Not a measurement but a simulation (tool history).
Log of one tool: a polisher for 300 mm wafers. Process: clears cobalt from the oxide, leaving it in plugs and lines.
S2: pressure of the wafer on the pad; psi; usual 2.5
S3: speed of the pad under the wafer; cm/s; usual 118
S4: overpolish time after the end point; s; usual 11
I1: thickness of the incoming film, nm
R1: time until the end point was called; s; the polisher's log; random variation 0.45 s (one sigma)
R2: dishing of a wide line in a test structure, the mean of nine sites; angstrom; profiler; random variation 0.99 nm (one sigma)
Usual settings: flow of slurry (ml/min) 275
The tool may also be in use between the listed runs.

Run 1, day 0.000: usual settings; I1 198.1. Result: R1 36.1 s, R2 461 angstrom.
Run 2, day 1.529: usual settings but S2 2.8 psi, S4 15 s; I1 199.9. Result: R1 32.3 s, R2 578 angstrom.
Run 3, day 3.283: usual settings but flow of slurry (ml/min) 295; I1 201.8. Result: R1 37.7 s, R2 446 angstrom.
At day 5.829: head pressure recalibrated.
Run 4, day 5.908: usual settings but S4 13 s; I1 200.2. Result: R1 33.6 s, R2 523 angstrom.
Run 5, day 7.712: usual settings; I1 201.8. Result: R1 34.8 s, R2 459 angstrom.
At day 8.183: worn pad replaced by a new one.
Run 6, day 9.608: usual settings; I1 203.9. Result: R1 32.4 s, R2 482 angstrom.
At day 11.954: slurry nozzle cleaned.
Run 7, day 12.817: usual settings but S2 2.1 psi; I1 197.3. Result: R1 41.4 s, R2 410 angstrom.
Run 8, day 15.650: usual settings but S2 2.1 psi; I1 199.9. Result: R1 44.7 s, R2 405 angstrom.
Run 9, day 19.792: usual settings but flow of slurry (ml/min) 330, S4 15 s; I1 201.0. Result: R1 37.7 s, R2 526 angstrom.
At day 21.558: worn pad replaced by a new one.
Run 10, day 22.567: usual settings but S2 2.8 psi, S4 15 s; I1 200.1. Result: R1 30.1 s, R2 585 angstrom.
Run 11, day 26.917: usual settings but S2 2.1 psi; I1 201.2. Result: R1 44.2 s, R2 406 angstrom.
At day 27.200: head pressure recalibrated.
Run 12, day 30.396: usual settings but flow of slurry (ml/min) 330, S4 15 s; I1 201.4. Result: R1 34.7 s, R2 551 angstrom.
At day 32.779: worn pad replaced by a new one.
Run 13, day 39.350: usual settings but flow of slurry (ml/min) 240, S2 2.9 psi, S3 82 cm/s, S4 5 s; I1 199.5. Result: R1 44.4 s, R2 212 angstrom.
At day 41.242: slurry nozzle cleaned.
Run 14, day 42.471: usual settings but flow of slurry (ml/min) 355; I1 199.7. Result: R1 36.9 s, R2 463 angstrom.
At day 44.638: worn pad replaced by a new one.
Run 15, day 45.133: usual settings; I1 199.1. Result: R1 33.5 s, R2 452 angstrom.
Run 16, day 46.892: usual settings but S4 9 s; I1 197.1. Result: R1 35.6 s, R2 399 angstrom.
At day 48.042: head pressure recalibrated.
Run 17, day 50.933: usual settings but flow of slurry (ml/min) 330; I1 199.0. Result: R1 33.6 s, R2 484 angstrom.
Run 18, day 54.712: usual settings but S2 1.6 psi; I1 198.7. Result: R1 54.9 s, R2 332 angstrom.
At day 54.904: worn pad replaced by a new one.
Run 19, day 58.975: usual settings but flow of slurry (ml/min) 330, S2 1.7 psi, S3 140 cm/s, S4 5 s; I1 198.6. Result: R1 42.9 s, R2 217 angstrom.

The tool's hidden state at each run:
slurry flow missing at the pad, %: 0 in every run
H1: removal rate lost through wear of the pad, %
H2: deviation of the head's pressure from its setpoint, %
run    H1     H2
  1   7.7    -11
  2  9.33  -11.2
  3  10.6  -11.5
  4  11.6  -1.11
  5    12  -3.62
  6  4.24  -5.71
  7  9.14   -8.3
  8  11.1  -9.88
  9  12.4  -11.4
 10  2.99    -12
 11  9.54  -12.7
 12  11.4  -4.22
 13  10.5  -9.92
 14  11.8  -10.8
 15  2.52  -11.4
 16  6.54  -11.6
 17  11.1  -3.11
 18  12.7  -6.41
 19   9.9  -8.68
